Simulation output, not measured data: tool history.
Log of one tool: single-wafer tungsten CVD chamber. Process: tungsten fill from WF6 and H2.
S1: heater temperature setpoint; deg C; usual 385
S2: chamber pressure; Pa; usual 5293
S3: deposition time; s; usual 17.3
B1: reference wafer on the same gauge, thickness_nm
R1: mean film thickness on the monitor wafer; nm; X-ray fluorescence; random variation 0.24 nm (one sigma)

run,hour,S1,S2,S3,B1,R1
1,0.0,379,5293,17.3,34.908,31.073
2,14.4,385,5293,17.3,34.932,35.969
# hour 33.2: thermocouple changed; heater temperature recalibrated
3,33.7,385,5293,17.3,34.851,39.405
# hour 44.3: capacitance manometer re-zeroed and calibrated
4,44.8,385,5293,17.3,34.928,39.647
5,55.0,385,5293,17.3,34.895,39.247
6,65.5,385,5293,17.3,34.875,39.440
7,77.3,385,5293,17.3,34.885,39.206
8,84.8,385,5293,17.3,34.855,39.626
9,94.2,385,5293,17.3,34.883,39.445
10,100.6,389,5293,18.7,34.806,46.463
11,114.6,389,5293,18.7,34.861,46.212
12,131.1,385,6386,17.3,34.885,41.200
13,139.9,380,5293,15.5,34.940,31.518
14,147.7,385,5293,18.4,34.936,41.618
15,159.6,399,4546,20.8,34.935,61.051
16,167.4,385,5666,20.4,34.865,46.607
17,177.1,385,5293,17.3,34.899,39.060
18,191.4,385,5293,17.3,34.928,39.100
# hour 205.0: gauge calibrated
# hour 205.8: showerhead replaced
19,206.3,391,5293,18.9,34.852,48.929
20,218.9,371,5293,16.1,34.881,26.210
21,236.6,396,4133,17.3,34.960,46.757
22,245.2,396,4800,15.3,34.919,43.128
23,254.4,389,5786,14.5,34.858,36.542
24,262.2,385,4906,17.3,34.951,38.535
25,277.1,385,5293,17.3,34.866,38.558
26,295.1,385,5293,17.3,34.901,38.844
27,302.4,392,4653,17.3,34.870,43.854
28,310.8,385,4840,17.3,34.867,37.781
29,317.9,385,4266,20.1,34.907,42.855
30,332.9,376,4106,19.8,34.914,33.638
31,342.0,385,5293,17.3,34.855,38.486
32,356.4,385,5293,17.3,34.897,38.697
33,364.8,393,4626,17.3,34.912,45.263

5 ways to go on from here, each from the tool as it stands after run 33. What would each give?
A,365.2,385,5293,20.4,?,?
B,365.2,381,4306,19.7,?,?
C,365.2,378,6493,15.6,?,?
D,365.2,389,4573,13.9,?,?
E,365.2,398,4840,14.6,?,?

run,B1,R1
A,34.881,45.628
B,34.881,38.188
C,34.881,31.276
D,34.881,32.756
E,34.881,42.429
Without the tool's hidden state the same runs would have given:
run,R1
A,47.560
B,39.845
C,32.652
D,34.124
E,44.106

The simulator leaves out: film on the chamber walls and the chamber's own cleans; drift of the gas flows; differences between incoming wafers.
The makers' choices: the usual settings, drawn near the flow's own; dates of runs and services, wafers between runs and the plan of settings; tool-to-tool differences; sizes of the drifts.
